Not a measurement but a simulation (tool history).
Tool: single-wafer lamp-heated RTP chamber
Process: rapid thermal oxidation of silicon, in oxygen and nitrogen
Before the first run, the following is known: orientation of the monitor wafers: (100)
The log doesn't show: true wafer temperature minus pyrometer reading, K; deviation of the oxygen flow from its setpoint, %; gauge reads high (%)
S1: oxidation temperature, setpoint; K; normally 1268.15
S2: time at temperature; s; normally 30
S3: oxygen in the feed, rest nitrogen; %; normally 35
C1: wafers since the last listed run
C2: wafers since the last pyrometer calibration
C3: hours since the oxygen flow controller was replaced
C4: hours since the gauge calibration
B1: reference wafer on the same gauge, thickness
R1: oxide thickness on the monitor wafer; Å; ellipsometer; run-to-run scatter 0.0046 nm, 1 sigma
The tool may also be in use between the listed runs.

run,hour,S1,S2,S3,C1,C2,C3,C4,B1,R1
1,0.0,1268.15,30,35,0,5400,2909.6,863.4,2.820,30.81
2,27.2,1268.15,30,35,249,5650,2936.8,890.6,2.821,30.71
# hour 40.1: gauge calibrated
3,86.3,1268.15,30,35,541,6191,2995.9,46.2,2.820,30.94
4,125.8,1268.15,30,35,361,6553,3035.4,85.7,2.821,30.97
5,150.7,1268.15,30,35,228,6781,3060.3,110.6,2.819,30.89
6,182.6,1268.15,30,35,292,7073,3092.2,142.5,2.820,31.03
# hour 210.8: pyrometer window cleaned and pyrometer calibrated
7,211.3,1268.15,30,35,189,4,3120.9,171.2,2.820,30.52
8,241.4,1268.15,30,35,275,280,3151.0,201.3,2.819,30.47
9,261.6,1268.15,30,35,184,465,3171.2,221.5,2.819,30.46
10,296.6,1268.15,30,17,320,785,3206.2,256.5,2.820,26.22
11,331.3,1268.15,30,17,317,1103,3240.9,291.2,2.821,26.15
12,343.5,1268.15,30,35,111,1215,3253.1,303.4,2.820,30.46
13,356.4,1268.15,30,35,118,1333,3266.0,316.3,2.820,30.40
14,380.1,1268.15,30,56,217,1550,3289.7,340.0,2.820,34.55
15,396.9,1268.15,30,56,153,1704,3306.5,356.8,2.820,34.55
16,410.3,1277.15,30,35,122,1827,3319.9,370.2,2.819,32.00
17,429.8,1291.15,35,25,178,2005,3339.4,389.7,2.821,33.40
18,463.8,1268.15,23,35,311,2316,3373.4,423.7,2.820,28.11
19,499.2,1278.15,41,35,324,2641,3408.8,459.1,2.820,36.06
20,523.1,1240.15,35,35,218,2860,3432.7,483.0,2.819,27.88
21,545.7,1283.15,22,17,206,3067,3455.3,505.6,2.819,25.71
22,558.2,1289.15,22,35,114,3181,3467.8,518.1,2.820,30.89
23,581.7,1268.15,19,35,215,3396,3491.3,541.6,2.819,26.71
24,614.5,1268.15,37,17,300,3697,3524.1,574.4,2.820,27.85
# hour 646.2: oxygen flow controller replaced
25,646.7,1282.15,45,49,221,3918,0.5,606.6,2.819,42.81
26,668.6,1268.15,30,35,200,4119,22.4,628.5,2.821,30.59
27,697.1,1268.15,30,35,261,4380,50.9,657.0,2.819,30.65
28,781.3,1268.15,30,59,771,5151,135.1,741.2,2.819,35.35
# hour 791.2: gauge calibrated
29,809.1,1291.15,35,25,254,5405,162.9,17.9,2.819,33.66
30,836.7,1268.15,30,35,252,5658,190.5,45.5,2.819,30.86
31,865.4,1268.15,30,59,262,5921,219.2,74.2,2.820,35.65
32,898.8,1268.15,30,35,305,6227,252.6,107.6,2.821,30.92
33,928.6,1288.15,35,27,272,6500,282.4,137.4,2.820,33.98
34,953.6,1295.15,43,19,228,6729,307.4,162.4,2.820,34.67
35,989.4,1279.15,24,35,327,7057,343.2,198.2,2.819,30.54
36,1017.0,1268.15,30,35,252,7309,370.8,225.8,2.820,31.12
# hour 1057.3: pyrometer window cleaned and pyrometer calibrated
37,1057.8,1295.15,40,46,300,4,411.6,266.6,2.820,43.27
38,1076.5,1268.15,30,35,171,175,430.3,285.3,2.820,30.55
39,1101.3,1288.15,30,35,227,402,455.1,310.1,2.820,34.02

Run by run, hidden condition taken away, random variation retained:
run,R1
1,30.47
2,30.33
3,30.48
4,30.46
5,30.34
6,30.44
7,30.47
8,30.43
9,30.41
10,26.18
11,26.12
12,30.40
13,30.33
14,34.45
15,34.44
16,31.91
17,33.29
18,28.02
19,35.89
20,27.78
21,25.62
22,30.72
23,26.58
24,27.70
25,42.41
26,30.34
27,30.37
28,34.86
29,33.21
30,30.44
31,35.02
32,30.41
33,33.34
34,33.98
35,29.92
36,30.44
37,43.13
38,30.46
39,33.91
